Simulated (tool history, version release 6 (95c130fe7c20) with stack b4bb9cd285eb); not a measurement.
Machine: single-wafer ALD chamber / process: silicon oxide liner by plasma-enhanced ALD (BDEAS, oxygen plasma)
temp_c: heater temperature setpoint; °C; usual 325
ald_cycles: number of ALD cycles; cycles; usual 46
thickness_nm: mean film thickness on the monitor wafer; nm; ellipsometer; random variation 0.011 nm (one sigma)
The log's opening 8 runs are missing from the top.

run    hour  temp_c  ald_cycles  read-back reference wafer on the same gauge, thickness_nm  thickness_nm
  9   625.5     314          46                                                      3.560         4.353
      708.1  -- thermocouple changed; heater temperature recalibrated
 10   758.7     325          46                                                      3.560         4.303
 11   816.8     325          46                                                      3.566         4.319
 12   896.9     325          46                                                      3.559         4.309
 13   942.9     325          46                                                      3.563         4.316
 14  1126.0     325          46                                                      3.561         4.314
 15  1179.9     325          46                                                      3.561         4.338
     1192.2  -- thermocouple changed; heater temperature recalibrated, repeated, since the last time left the tool worse
 16  1279.4     325          41                                                      3.562         3.795
     1290.2  -- gauge calibrated
 17  1361.6     317          55                                                      3.564         5.187
 18  1442.4     319          53                                                      3.562         4.971
 19  1527.1     317          37                                                      3.565         3.496
 20  1624.8     339          54                                                      3.558         4.907
 21  1705.4     331          51                                                      3.557         4.723
 22  1755.4     332          41                                                      3.559         3.772

The next listed run, before its measurement:
 23  1831.1     325          46                                                          ?             ?

Run 23 measured read-back reference wafer on the same gauge, thickness_nm 3.555, thickness_nm 4.285 nm.
Without the tool's hidden state the same run would have given thickness_nm 4.266 nm.

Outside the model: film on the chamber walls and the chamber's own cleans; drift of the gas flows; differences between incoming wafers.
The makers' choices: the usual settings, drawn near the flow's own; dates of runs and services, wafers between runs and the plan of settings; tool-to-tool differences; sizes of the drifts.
